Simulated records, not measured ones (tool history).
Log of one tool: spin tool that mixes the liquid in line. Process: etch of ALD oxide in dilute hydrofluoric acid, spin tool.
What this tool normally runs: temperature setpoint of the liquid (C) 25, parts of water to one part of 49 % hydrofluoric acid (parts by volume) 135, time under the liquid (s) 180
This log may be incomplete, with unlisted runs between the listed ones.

run	hour	temperature setpoint of the liquid (C)	parts of water to one part of 49 % hydrofluoric acid (parts by volume)	time under the liquid (s)	read-back film thickness of the ALD oxide reference wafer, read on the same gauge (nm)	thickness taken off the ALD oxide on a monitor wafer (angstrom)
1	0	25	135	180	79.99	191.5
2	7.5	25	135	180	79.99	191.9
3	13.9	25	135	95	80.01	100.9
4	29	25	135	95	79.99	102.4
5	42	25	135	95	79.99	103.2
6	54.7	25	135	180	80.02	195.1
7	62.4	25	135	140	80.02	150.2
8	68.7	25	135	210	80.02	227.5
9	75.3	25	135	210	79.99	225.8
10	86.1	25	135	210	80.01	226.9
11	93.4	25	135	180	80.02	194.5
12	101	25	135	180	79.99	195.6
# hour 108.1: gauge calibrated
13	118	25	135	180	79.99	194.1
14	126.9	25	135	135	80	146
# hour 134.4: thermometer replaced
15	140	25	135	135	80	145.5
16	152.2	25	135	180	80.02	194.4
17	167.4	21	135	250	79.99	230.5
18	214.9	25	135	215	80	233.4
19	221.7	26.5	90	180	80	327.6
20	229.8	22.5	100	180	79.98	245.7
21	245.9	21.5	135	105	80.01	98.8
22	256.7	25	135	260	79.99	284.7
23	271	25	135	180	80	194.9
24	282.8	22	135	180	79.99	173.4
25	296.7	21	75	180	80	322.8
26	312.7	20.5	80	140	80.01	229.2
# hour 321.6: hydrofluoric acid flow meter replaced
27	326.5	29.5	80	275	80	553.3
28	339.8	28.5	65	180	79.99	433.8
29	351.7	23	155	115	79.98	85
30	367.5	23.5	165	285	80.01	200.7
31	383.8	25	135	180	80	170
32	399.2	22.5	170	120	80.01	78.8
33	416.4	25	135	180	80	169.5
34	424.5	25	85	225	79.99	361.2
35	441.9	25	135	280	80.01	264

Here are 4 independent what-if runs from the current tool condition. What would each one return?
A	442.4	25	135	180	?	?
B	442.4	30	170	95	?	?
C	442.4	25	85	250	?	?
D	442.4	21.5	95	230	?	?

run	read-back film thickness of the ALD oxide reference wafer, read on the same gauge (nm)	thickness taken off the ALD oxide on a monitor wafer (angstrom)
A	80	169.5
B	80	81.8
C	80	397.5
D	80	280.8
Without the tool's unlogged condition, the same runs would have read:
run	thickness taken off the ALD oxide on a monitor wafer (angstrom)
A	167.4
B	80.8
C	392.8
D	277.5
